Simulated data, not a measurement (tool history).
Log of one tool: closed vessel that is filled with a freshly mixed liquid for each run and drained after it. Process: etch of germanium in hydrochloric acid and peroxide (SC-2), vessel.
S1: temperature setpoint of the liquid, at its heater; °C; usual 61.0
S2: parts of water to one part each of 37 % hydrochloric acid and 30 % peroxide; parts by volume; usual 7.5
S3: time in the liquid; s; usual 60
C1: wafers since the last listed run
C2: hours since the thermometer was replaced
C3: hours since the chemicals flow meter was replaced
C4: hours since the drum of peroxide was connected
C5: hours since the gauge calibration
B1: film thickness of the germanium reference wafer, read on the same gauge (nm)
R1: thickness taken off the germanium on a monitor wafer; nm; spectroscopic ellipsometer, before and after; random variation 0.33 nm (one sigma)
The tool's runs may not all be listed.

{"run": 1, "day": 0.0, "S1": 61.0, "S2": 7.5, "S3": 40, "C1": 0, "C2": 1932.7, "C3": 912.5, "C4": 274.0, "C5": 2102.1, "B1": 110.0, "R1": 111.21}
{"run": 2, "day": 1.8, "S1": 57.5, "S2": 7.5, "S3": 60, "C1": 4011, "C2": 1975.9, "C3": 955.7, "C4": 317.2, "C5": 2145.3, "B1": 110.03, "R1": 150.12}
{"run": 3, "day": 4.025, "S1": 57.5, "S2": 7.5, "S3": 60, "C1": 4958, "C2": 2029.3, "C3": 1009.1, "C4": 370.6, "C5": 2198.7, "B1": 109.99, "R1": 149.65}
{"day": 4.217, "done": "gauge calibrated"}
{"run": 4, "day": 6.5, "S1": 57.5, "S2": 7.5, "S3": 60, "C1": 5515, "C2": 2088.7, "C3": 1068.5, "C4": 430.0, "C5": 54.8, "B1": 110.02, "R1": 149.74}
{"run": 5, "day": 7.5, "S1": 61.0, "S2": 6.0, "S3": 35, "C1": 2228, "C2": 2112.7, "C3": 1092.5, "C4": 454.0, "C5": 78.8, "B1": 109.98, "R1": 98.49}
{"run": 6, "day": 9.692, "S1": 61.0, "S2": 7.5, "S3": 60, "C1": 4884, "C2": 2165.3, "C3": 1145.1, "C4": 506.6, "C5": 131.4, "B1": 109.99, "R1": 166.4}
{"run": 7, "day": 12.538, "S1": 58.0, "S2": 6.5, "S3": 35, "C1": 6341, "C2": 2233.6, "C3": 1213.4, "C4": 574.9, "C5": 199.7, "B1": 110.02, "R1": 89.35}
{"run": 8, "day": 13.592, "S1": 61.0, "S2": 11.0, "S3": 60, "C1": 2349, "C2": 2258.9, "C3": 1238.7, "C4": 600.2, "C5": 225.0, "B1": 110.0, "R1": 159.94}
{"day": 14.017, "done": "new drum of peroxide connected"}
{"run": 9, "day": 15.942, "S1": 61.0, "S2": 8.5, "S3": 60, "C1": 5144, "C2": 2315.3, "C3": 1295.1, "C4": 46.2, "C5": 281.4, "B1": 110.0, "R1": 165.95}
{"run": 10, "day": 17.808, "S1": 61.0, "S2": 7.5, "S3": 60, "C1": 4159, "C2": 2360.1, "C3": 1339.9, "C4": 91.0, "C5": 326.2, "B1": 110.02, "R1": 167.52}
{"run": 11, "day": 19.85, "S1": 61.0, "S2": 7.5, "S3": 40, "C1": 4549, "C2": 2409.1, "C3": 1388.9, "C4": 140.0, "C5": 375.2, "B1": 110.0, "R1": 111.99}
{"run": 12, "day": 21.546, "S1": 61.0, "S2": 7.5, "S3": 60, "C1": 3779, "C2": 2449.8, "C3": 1429.6, "C4": 180.7, "C5": 415.9, "B1": 109.96, "R1": 167.11}
{"run": 13, "day": 22.738, "S1": 61.0, "S2": 7.5, "S3": 30, "C1": 2655, "C2": 2478.4, "C3": 1458.2, "C4": 209.3, "C5": 444.5, "B1": 110.0, "R1": 83.49}
{"day": 23.2, "done": "thermometer replaced"}
{"run": 14, "day": 24.029, "S1": 61.0, "S2": 11.0, "S3": 35, "C1": 2785, "C2": 19.9, "C3": 1489.2, "C4": 240.3, "C5": 475.5, "B1": 109.99, "R1": 93.64}
{"run": 15, "day": 26.983, "S1": 69.5, "S2": 6.5, "S3": 80, "C1": 6583, "C2": 90.8, "C3": 1560.1, "C4": 311.2, "C5": 546.4, "B1": 110.03, "R1": 286.6}
{"run": 16, "day": 29.629, "S1": 56.5, "S2": 9.5, "S3": 45, "C1": 5896, "C2": 154.3, "C3": 1623.6, "C4": 374.7, "C5": 609.9, "B1": 109.99, "R1": 107.23}
{"run": 17, "day": 32.517, "S1": 61.0, "S2": 4.0, "S3": 60, "C1": 6434, "C2": 223.6, "C3": 1692.9, "C4": 444.0, "C5": 679.2, "B1": 109.98, "R1": 170.16}
{"run": 18, "day": 34.921, "S1": 61.0, "S2": 7.5, "S3": 60, "C1": 5357, "C2": 281.3, "C3": 1750.6, "C4": 501.7, "C5": 736.9, "B1": 110.0, "R1": 166.87}
{"day": 37.608, "done": "new drum of peroxide connected"}
{"run": 19, "day": 37.662, "S1": 61.0, "S2": 7.5, "S3": 95, "C1": 6016, "C2": 347.1, "C3": 1816.4, "C4": 1.3, "C5": 802.7, "B1": 110.0, "R1": 266.56}
{"day": 38.179, "done": "chemicals flow meter replaced"}
{"run": 20, "day": 40.429, "S1": 57.0, "S2": 11.0, "S3": 90, "C1": 6072, "C2": 413.5, "C3": 54.0, "C4": 67.7, "C5": 869.1, "B1": 109.98, "R1": 214.47}
{"run": 21, "day": 42.242, "S1": 53.0, "S2": 7.5, "S3": 60, "C1": 4039, "C2": 457.0, "C3": 97.5, "C4": 111.2, "C5": 912.6, "B1": 109.97, "R1": 130.53}
{"run": 22, "day": 47.504, "S1": 68.5, "S2": 10.0, "S3": 80, "C1": 11727, "C2": 583.3, "C3": 223.8, "C4": 237.5, "C5": 1038.9, "B1": 109.99, "R1": 267.11}
{"run": 23, "day": 49.746, "S1": 64.0, "S2": 11.5, "S3": 40, "C1": 4995, "C2": 637.1, "C3": 277.6, "C4": 291.3, "C5": 1092.7, "B1": 110.01, "R1": 116.04}
{"run": 24, "day": 51.679, "S1": 64.5, "S2": 4.0, "S3": 75, "C1": 4308, "C2": 683.5, "C3": 324.0, "C4": 337.7, "C5": 1139.1, "B1": 110.02, "R1": 236.66}

The next listed run, before its measurement:
{"run": 25, "day": 53.896, "S1": 61.0, "S2": 7.5, "S3": 60, "C1": 4939, "C2": 736.7, "C3": 377.2, "C4": 390.9, "C5": 1192.3, "B1": "?", "R1": "?"}

Run 25 gave B1 109.99, R1 165.76 nm.
Without the tool's hidden state the same run would have given R1 166.41 nm.
